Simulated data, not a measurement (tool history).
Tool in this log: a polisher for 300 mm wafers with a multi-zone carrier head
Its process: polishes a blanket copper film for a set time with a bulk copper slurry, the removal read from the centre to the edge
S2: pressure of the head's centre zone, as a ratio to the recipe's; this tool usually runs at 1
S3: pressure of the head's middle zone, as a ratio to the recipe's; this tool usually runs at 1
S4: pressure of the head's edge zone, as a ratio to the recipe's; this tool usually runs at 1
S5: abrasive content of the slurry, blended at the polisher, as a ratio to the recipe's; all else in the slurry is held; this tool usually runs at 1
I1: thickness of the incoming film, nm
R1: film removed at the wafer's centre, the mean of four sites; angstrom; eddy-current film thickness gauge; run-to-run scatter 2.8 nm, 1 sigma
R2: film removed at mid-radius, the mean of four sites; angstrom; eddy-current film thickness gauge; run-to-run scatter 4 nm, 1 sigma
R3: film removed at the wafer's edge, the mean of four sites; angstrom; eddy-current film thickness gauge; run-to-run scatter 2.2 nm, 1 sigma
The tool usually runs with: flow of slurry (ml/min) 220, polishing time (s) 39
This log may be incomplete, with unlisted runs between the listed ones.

Run 1, hour 0: usual settings; I1 3539.2. Result: R1 3519 angstrom, R2 3583 angstrom, R3 3558 angstrom.
Run 2, hour 6.8: usual settings but S4 1.09; I1 3568.5. Result: R1 3423 angstrom, R2 3561 angstrom, R3 3670 angstrom.
Run 3, hour 15.6: usual settings but S4 1.09; I1 3578.6. Result: R1 3458 angstrom, R2 3513 angstrom, R3 3643 angstrom.
Run 4, hour 24.5: usual settings but S3 1.04, polishing time (s) 47; I1 3571.2. Result: R1 4107 angstrom, R2 4308 angstrom, R3 4192 angstrom.
Run 5, hour 34.2: usual settings; I1 3591.5. Result: R1 3363 angstrom, R2 3427 angstrom, R3 3391 angstrom.
Run 6, hour 74.3: usual settings but flow of slurry (ml/min) 155, S2 0.94, S3 1.1; I1 3566.8. Result: R1 2883 angstrom, R2 3436 angstrom, R3 3170 angstrom.
At hour 78.3: worn pad replaced by a new one.
Run 7, hour 83.2: usual settings but flow of slurry (ml/min) 175, polishing time (s) 25; I1 3653.3. Result: R1 2143 angstrom, R2 2171 angstrom, R3 2232 angstrom.
Run 8, hour 96.6: usual settings but S3 1.06, S5 1.1; I1 3587.1. Result: R1 3541 angstrom, R2 3849 angstrom, R3 3623 angstrom.
Run 9, hour 109.8: usual settings but S4 0.93, S5 1.1, polishing time (s) 27; I1 3525.7. Result: R1 2415 angstrom, R2 2530 angstrom, R3 2410 angstrom.
Run 10, hour 121.5: usual settings but S3 0.95, S5 0.8; I1 3514.5. Result: R1 3182 angstrom, R2 3108 angstrom, R3 3241 angstrom.
Run 11, hour 137.3: usual settings but S3 1.06, S5 1.1; I1 3546.8. Result: R1 3353 angstrom, R2 3666 angstrom, R3 3434 angstrom.
Run 12, hour 145.8: usual settings; I1 3594.3. Result: R1 3274 angstrom, R2 3393 angstrom, R3 3383 angstrom.
At hour 151.7: centre zone pressure recalibrated.
Run 13, hour 152.1: usual settings; I1 3620.3. Result: R1 3260 angstrom, R2 3297 angstrom, R3 3316 angstrom.
At hour 159.5: edge zone pressure recalibrated.
At hour 165: carrier head's membrane replaced by a new one.
Run 14, hour 165.5: usual settings but S4 1.1, S5 1.3, polishing time (s) 48; I1 3591. Result: R1 4208 angstrom, R2 4291 angstrom, R3 4503 angstrom.
At hour 174.4: worn pad replaced by a new one.
Run 15, hour 182.5: usual settings but flow of slurry (ml/min) 265, S3 0.92, S4 1.11, polishing time (s) 48; I1 3581.3. Result: R1 4427 angstrom, R2 4198 angstrom, R3 4688 angstrom.
Run 16, hour 195.8: usual settings but S2 1.04, S4 0.89, polishing time (s) 51; I1 3611.9. Result: R1 4775 angstrom, R2 4626 angstrom, R3 4440 angstrom.
Run 17, hour 212.1: usual settings but S4 1.1, S5 0.7; I1 3606.2. Result: R1 3071 angstrom, R2 3199 angstrom, R3 3303 angstrom.
Run 18, hour 222.3: usual settings but flow of slurry (ml/min) 160, S2 0.89, S3 1.11, S4 0.96; I1 3572.7. Result: R1 2866 angstrom, R2 3627 angstrom, R3 3248 angstrom.
Run 19, hour 232.4: usual settings but S4 1.04; I1 3573.4. Result: R1 3345 angstrom, R2 3419 angstrom, R3 3473 angstrom.
At hour 257: worn pad replaced by a new one.
Run 20, hour 268.8: usual settings but flow of slurry (ml/min) 185, S4 1.12; I1 3595.2. Result: R1 3354 angstrom, R2 3449 angstrom, R3 3682 angstrom.
Run 21, hour 282.7: usual settings but S2 0.89, S5 1.1; I1 3600.9. Result: R1 3135 angstrom, R2 3644 angstrom, R3 3615 angstrom.

What if the next run were any one of these 4? Each begins from the tool's condition after run 21:
Run A, hour 283.1: usual settings but S5 0.9; I1 3531.1. Result: R1 ?, R2 ?, R3 ?.
Run B, hour 283.1: usual settings but flow of slurry (ml/min) 255, S2 1.08, S4 0.97, S5 0.75; I1 3531.1. Result: R1 ?, R2 ?, R3 ?.
Run C, hour 283.1: usual settings but S5 1.15; I1 3531.1. Result: R1 ?, R2 ?, R3 ?.
Run D, hour 283.1: usual settings but flow of slurry (ml/min) 240, S5 0.75; I1 3531.1. Result: R1 ?, R2 ?, R3 ?.

run    R1    R2    R3
  A  3336  3425  3419
  B  3496  3314  3254
  C  3564  3658  3653
  D  3210  3292  3277
Had the tool no hidden state, the same runs would have come out as:
run    R1    R2    R3
  A  3434  3526  3520
  B  3600  3412  3350
  C  3669  3766  3760
  D  3305  3389  3374

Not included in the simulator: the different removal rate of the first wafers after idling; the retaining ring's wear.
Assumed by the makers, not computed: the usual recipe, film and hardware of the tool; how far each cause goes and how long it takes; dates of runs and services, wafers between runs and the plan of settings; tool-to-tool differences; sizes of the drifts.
